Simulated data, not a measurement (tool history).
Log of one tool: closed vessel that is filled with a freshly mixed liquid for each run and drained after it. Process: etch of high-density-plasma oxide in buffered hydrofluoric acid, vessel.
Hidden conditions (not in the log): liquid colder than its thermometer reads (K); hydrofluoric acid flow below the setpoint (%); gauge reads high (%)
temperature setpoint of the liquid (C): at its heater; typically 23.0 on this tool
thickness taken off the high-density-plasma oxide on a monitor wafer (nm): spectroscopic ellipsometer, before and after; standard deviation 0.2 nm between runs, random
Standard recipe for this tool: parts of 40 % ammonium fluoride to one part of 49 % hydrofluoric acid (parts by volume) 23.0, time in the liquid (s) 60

run   hour  temperature setpoint of the liquid (C)  parts of 40 % ammonium fluoride to one part of 49 % hydrofluoric acid (parts by volume)  time in the liquid (s)  wafers since the last listed run  hours since the thermometer was replaced  hours since the hydrofluoric acid flow meter was replaced  hours since the gauge calibration  read-back film thickness of the high-density-plasma oxide reference wafer, read on the same gauge (nm)  thickness taken off the high-density-plasma oxide on a monitor wafer (nm)
  1    0.0                                    23.0                                                                                     23.0                      50                                 0                                    1568.0                                                     1243.6                              214.5                                                                                                   80.00                                                                      27.69
  2   44.4                                    23.0                                                                                     23.0                      50                              4943                                    1612.4                                                     1288.0                              258.9                                                                                                   80.01                                                                      27.52
  3   57.5                                    23.0                                                                                     23.0                      50                              1458                                    1625.5                                                     1301.1                              272.0                                                                                                   80.01                                                                      27.62
  4   67.8                                    23.0                                                                                     23.0                      60                              1146                                    1635.8                                                     1311.4                              282.3                                                                                                   79.98                                                                      33.04
  5   76.5                                    23.0                                                                                     23.0                      60                               968                                    1644.5                                                     1320.1                              291.0                                                                                                   80.00                                                                      33.09
  6   91.8                                    23.0                                                                                     23.0                      60                              1703                                    1659.8                                                     1335.4                              306.3                                                                                                   80.01                                                                      32.74
  7   99.6                                    23.0                                                                                     23.0                      35                               868                                    1667.6                                                     1343.2                              314.1                                                                                                   80.00                                                                      19.29
  8  111.7                                    23.0                                                                                     23.0                      35                              1347                                    1679.7                                                     1355.3                              326.2                                                                                                   80.01                                                                      19.11
  9  127.7                                    23.0                                                                                     23.0                      60                              1781                                    1695.7                                                     1371.3                              342.2                                                                                                   79.99                                                                      32.78
 10  133.9                                    23.0                                                                                     23.0                      60                               690                                    1701.9                                                     1377.5                              348.4                                                                                                   80.02                                                                      33.27
     145.2  -- hydrofluoric acid flow meter replaced
 11  148.1                                    23.0                                                                                     23.0                      60                              1469                                    1716.1                                                        2.9                              362.6                                                                                                   80.00                                                                      33.15
     181.1  -- gauge calibrated
 12  195.0                                    23.0                                                                                     26.0                      60                              5221                                    1763.0                                                       49.8                               13.9                                                                                                   80.00                                                                      30.52
     207.1  -- thermometer replaced
 13  207.4                                    23.0                                                                                     30.0                      35                              1269                                       0.3                                                       62.2                               26.3                                                                                                   80.00                                                                      17.82
 14  217.1                                    23.0                                                                                     26.0                      60                              1079                                      10.0                                                       71.9                               36.0                                                                                                   80.00                                                                      33.93
 15  226.8                                    23.0                                                                                     23.0                      60                              1079                                      19.7                                                       81.6                               45.7                                                                                                   80.01                                                                      36.96
 16  239.2                                    19.5                                                                                     19.5                      50                              1380                                      32.1                                                       94.0                               58.1                                                                                                   80.02                                                                      28.37
 17  249.8                                    23.0                                                                                     23.0                      60                              1180                                      42.7                                                      104.6                               68.7                                                                                                   79.98                                                                      36.77
 18  268.6                                    19.5                                                                                     23.0                      60                              2093                                      61.5                                                      123.4                               87.5                                                                                                   79.99                                                                      30.28
 19  284.8                                    28.0                                                                                     29.5                      40                              1803                                      77.7                                                      139.6                              103.7                                                                                                   80.00                                                                      27.17
 20  301.4                                    23.0                                                                                     27.5                      90                              1848                                      94.3                                                      156.2                              120.3                                                                                                   80.01                                                                      48.64
 21  314.1                                    23.0                                                                                     23.0                      90                              1413                                     107.0                                                      168.9                              133.0                                                                                                   80.00                                                                      55.13
 22  321.4                                    25.0                                                                                     15.0                      30                               812                                     114.3                                                      176.2                              140.3                                                                                                   80.01                                                                      30.16
 23  333.7                                    27.5                                                                                     23.0                      60                              1369                                     126.6                                                      188.5                              152.6                                                                                                   80.01                                                                      46.90
 24  343.5                                    23.0                                                                                     23.0                      60                              1091                                     136.4                                                      198.3                              162.4                                                                                                   80.00                                                                      36.70
 25  358.6                                    28.0                                                                                     20.5                      85                              1681                                     151.5                                                      213.4                              177.5                                                                                                   80.00                                                                      73.01
 26  368.7                                    23.0                                                                                     28.5                      85                              1124                                     161.6                                                      223.5                              187.6                                                                                                   80.00                                                                      44.96
 27  383.2                                    26.5                                                                                     20.5                      60                              1614                                     176.1                                                      238.0                              202.1                                                                                                   80.00                                                                      47.80
 28  395.6                                    23.0                                                                                     23.0                      60                              1380                                     188.5                                                      250.4                              214.5                                                                                                   79.99                                                                      36.62
 29  402.7                                    21.5                                                                                     23.0                      50                               790                                     195.6                                                      257.5                              221.6                                                                                                   80.00                                                                      27.94
 30  420.1                                    23.0                                                                                     15.0                      60                              1937                                     213.0                                                      274.9                              239.0                                                                                                   79.99                                                                      54.01
 31  446.1                                    28.0                                                                                     23.0                      35                              2894                                     239.0                                                      300.9                              265.0                                                                                                   80.01                                                                      27.90
 32  455.7                                    23.0                                                                                     30.0                      30                              1068                                     248.6                                                      310.5                              274.6                                                                                                   80.01                                                                      15.13
 33  473.1                                    21.5                                                                                     20.5                      70                              1937                                     266.0                                                      327.9                              292.0                                                                                                   80.00                                                                      42.44

Branching from run 33: 3 alternative next runs. What would each branch give?
  A  473.8                                    23.0                                                                                     23.0                      60                                77                                     266.7                                                      328.6                              292.7                                                                                                       ?                                                                          ?
  B  473.8                                    20.5                                                                                     23.0                      45                                77                                     266.7                                                      328.6                              292.7                                                                                                       ?                                                                          ?
  C  473.8                                    23.0                                                                                     23.0                      80                                77                                     266.7                                                      328.6                              292.7                                                                                                       ?                                                                          ?

run  read-back film thickness of the high-density-plasma oxide reference wafer, read on the same gauge (nm)  thickness taken off the high-density-plasma oxide on a monitor wafer (nm)
  A                                                                                                   80.00                                                                      36.36
  B                                                                                                   80.00                                                                      23.73
  C                                                                                                   80.00                                                                      48.49
Had the tool no hidden state, the same runs would have come out as:
run  thickness taken off the high-density-plasma oxide on a monitor wafer (nm)
  A                                                                      37.03
  B                                                                      24.17
  C                                                                      49.38

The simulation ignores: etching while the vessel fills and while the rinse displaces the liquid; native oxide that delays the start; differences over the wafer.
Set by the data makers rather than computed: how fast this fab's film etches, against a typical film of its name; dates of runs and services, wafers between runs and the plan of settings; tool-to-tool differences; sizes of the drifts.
